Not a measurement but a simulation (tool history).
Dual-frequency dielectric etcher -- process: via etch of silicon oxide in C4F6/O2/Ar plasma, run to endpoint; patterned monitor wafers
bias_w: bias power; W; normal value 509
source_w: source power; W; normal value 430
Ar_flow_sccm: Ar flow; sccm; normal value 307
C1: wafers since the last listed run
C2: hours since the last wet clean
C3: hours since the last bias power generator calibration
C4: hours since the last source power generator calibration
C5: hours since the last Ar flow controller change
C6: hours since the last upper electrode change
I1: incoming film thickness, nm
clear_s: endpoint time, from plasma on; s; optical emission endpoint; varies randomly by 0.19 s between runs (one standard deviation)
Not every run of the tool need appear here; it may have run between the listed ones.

run 1 day=0.000 | bias_w=509 source_w=380 Ar_flow_sccm=285 | C1=0 C2=324.2 C3=2297.2 C4=1799.5 C5=4313.2 C6=3398.6 | I1=117.7 | clear_s=26.1
run 2 day=0.688 | bias_w=509 source_w=430 Ar_flow_sccm=250 | C1=264 C2=340.7 C3=2313.7 C4=1816.0 C5=4329.7 C6=3415.1 | I1=117.3 | clear_s=24.8
run 3 day=1.000 | bias_w=509 source_w=430 Ar_flow_sccm=307 | C1=120 C2=348.2 C3=2321.2 C4=1823.5 C5=4337.2 C6=3422.6 | I1=119.0 | clear_s=25.6
run 4 day=1.550 | bias_w=509 source_w=430 Ar_flow_sccm=341 | C1=211 C2=361.4 C3=2334.4 C4=1836.7 C5=4350.4 C6=3435.8 | I1=117.8 | clear_s=25.7
run 5 day=2.200 | bias_w=509 source_w=400 Ar_flow_sccm=307 | C1=249 C2=377.0 C3=2350.0 C4=1852.3 C5=4366.0 C6=3451.4 | I1=118.0 | clear_s=25.6
run 6 day=2.821 | bias_w=509 source_w=430 Ar_flow_sccm=307 | C1=238 C2=391.9 C3=2364.9 C4=1867.2 C5=4380.9 C6=3466.3 | I1=117.9 | clear_s=24.9
run 7 day=3.554 | bias_w=509 source_w=430 Ar_flow_sccm=307 | C1=281 C2=409.5 C3=2382.5 C4=1884.8 C5=4398.5 C6=3483.9 | I1=119.1 | clear_s=25.2
run 8 day=4.179 | bias_w=460 source_w=430 Ar_flow_sccm=307 | C1=240 C2=424.5 C3=2397.5 C4=1899.8 C5=4413.5 C6=3498.9 | I1=119.0 | clear_s=25.9
run 9 day=4.546 | bias_w=509 source_w=430 Ar_flow_sccm=307 | C1=140 C2=433.3 C3=2406.3 C4=1908.6 C5=4422.3 C6=3507.7 | I1=120.0 | clear_s=25.7
run 10 day=5.121 | bias_w=509 source_w=430 Ar_flow_sccm=307 | C1=220 C2=447.1 C3=2420.1 C4=1922.4 C5=4436.1 C6=3521.5 | I1=119.4 | clear_s=25.6
run 11 day=5.375 | bias_w=466 source_w=430 Ar_flow_sccm=307 | C1=97 C2=453.2 C3=2426.2 C4=1928.5 C5=4442.2 C6=3527.6 | I1=118.2 | clear_s=25.6
run 12 day=5.662 | bias_w=509 source_w=430 Ar_flow_sccm=307 | C1=110 C2=460.1 C3=2433.1 C4=1935.4 C5=4449.1 C6=3534.5 | I1=119.0 | clear_s=25.4
run 13 day=6.204 | bias_w=509 source_w=430 Ar_flow_sccm=367 | C1=208 C2=473.1 C3=2446.1 C4=1948.4 C5=4462.1 C6=3547.5 | I1=119.1 | clear_s=25.8
-- day=7.346 upper electrode replaced
run 14 day=7.367 | bias_w=509 source_w=430 Ar_flow_sccm=367 | C1=62 C2=501.0 C3=2474.0 C4=1976.3 C5=4490.0 C6=0.5 | I1=118.2 | clear_s=25.1
run 15 day=7.379 | bias_w=444 source_w=430 Ar_flow_sccm=376 | C1=4 C2=501.3 C3=2474.3 C4=1976.6 C5=4490.3 C6=0.8 | I1=119.6 | clear_s=26.4
-- day=9.308 wet clean of the chamber
run 16 day=9.329 | bias_w=460 source_w=430 Ar_flow_sccm=307 | C1=364 C2=0.5 C3=2521.1 C4=2023.4 C5=4537.1 C6=47.6 | I1=118.6 | clear_s=27.0
run 17 day=9.342 | bias_w=567 source_w=430 Ar_flow_sccm=374 | C1=4 C2=0.8 C3=2521.4 C4=2023.7 C5=4537.4 C6=47.9 | I1=118.7 | clear_s=25.9
run 18 day=9.908 | bias_w=509 source_w=370 Ar_flow_sccm=358 | C1=217 C2=14.4 C3=2535.0 C4=2037.3 C5=4551.0 C6=61.5 | I1=118.6 | clear_s=27.6
run 19 day=10.792 | bias_w=509 source_w=360 Ar_flow_sccm=307 | C1=339 C2=35.6 C3=2556.2 C4=2058.5 C5=4572.2 C6=82.7 | I1=120.6 | clear_s=28.2
-- day=11.283 Ar flow controller replaced
run 20 day=11.304 | bias_w=595 source_w=430 Ar_flow_sccm=354 | C1=100 C2=47.9 C3=2568.5 C4=2070.8 C5=0.5 C6=95.0 | I1=119.7 | clear_s=25.6
-- day=11.933 bias power generator calibrated
-- day=11.979 source power generator calibrated
run 21 day=12.000 | bias_w=434 source_w=330 Ar_flow_sccm=372 | C1=184 C2=64.6 C3=1.6 C4=0.5 C5=17.2 C6=111.7 | I1=119.2 | clear_s=30.0
run 22 day=12.125 | bias_w=624 source_w=430 Ar_flow_sccm=362 | C1=48 C2=67.6 C3=4.6 C4=3.5 C5=20.2 C6=114.7 | I1=118.8 | clear_s=25.0
run 23 day=12.404 | bias_w=611 source_w=350 Ar_flow_sccm=383 | C1=107 C2=74.3 C3=11.3 C4=10.2 C5=26.9 C6=121.4 | I1=118.1 | clear_s=26.7
run 24 day=13.817 | bias_w=509 source_w=430 Ar_flow_sccm=307 | C1=542 C2=108.2 C3=45.2 C4=44.1 C5=60.8 C6=155.3 | I1=119.5 | clear_s=25.9
run 25 day=14.362 | bias_w=600 source_w=520 Ar_flow_sccm=259 | C1=209 C2=121.3 C3=58.3 C4=57.2 C5=73.9 C6=168.4 | I1=118.1 | clear_s=22.8
run 26 day=14.975 | bias_w=509 source_w=390 Ar_flow_sccm=307 | C1=235 C2=136.0 C3=73.0 C4=71.9 C5=88.6 C6=183.1 | I1=120.0 | clear_s=27.2
run 27 day=15.442 | bias_w=509 source_w=430 Ar_flow_sccm=307 | C1=179 C2=147.2 C3=84.2 C4=83.1 C5=99.8 C6=194.3 | I1=118.2 | clear_s=25.5
run 28 day=15.988 | bias_w=509 source_w=490 Ar_flow_sccm=307 | C1=209 C2=160.3 C3=97.3 C4=96.2 C5=112.9 C6=207.4 | I1=118.9 | clear_s=24.8
run 29 day=16.542 | bias_w=509 source_w=330 Ar_flow_sccm=342 | C1=212 C2=173.6 C3=110.6 C4=109.5 C5=126.2 C6=220.7 | I1=118.2 | clear_s=28.3

Describe how what the log doesn't record of the tool's condition differs between the last listed run preceding each entry between runs and the first listed run following it.
From run 13 to run 14: upper electrode replaced (day 7.346)
  etch rate over this chamber's usual, %: 4.06 -> 4.32
  measured value less the no-hidden-state value, clear_s: -1.1 -> -1.1 s
From run 15 to run 16: wet clean of the chamber (day 9.308)
  etch rate over this chamber's usual, %: 4.33 -> -0.399
  measured value less the no-hidden-state value, clear_s: -1.1 -> +0.1 s
From run 19 to run 20: Ar flow controller replaced (day 11.283)
  etch rate over this chamber's usual, %: -0.0716 -> 0.043
  measured value less the no-hidden-state value, clear_s: +0.1 -> +0.0 s
From run 20 to run 21: bias power generator calibrated (day 11.933); source power generator calibrated (day 11.979)
  etch rate over this chamber's usual, %: 0.043 -> 0.199
  measured value less the no-hidden-state value, clear_s: +0.0 -> -0.1 s
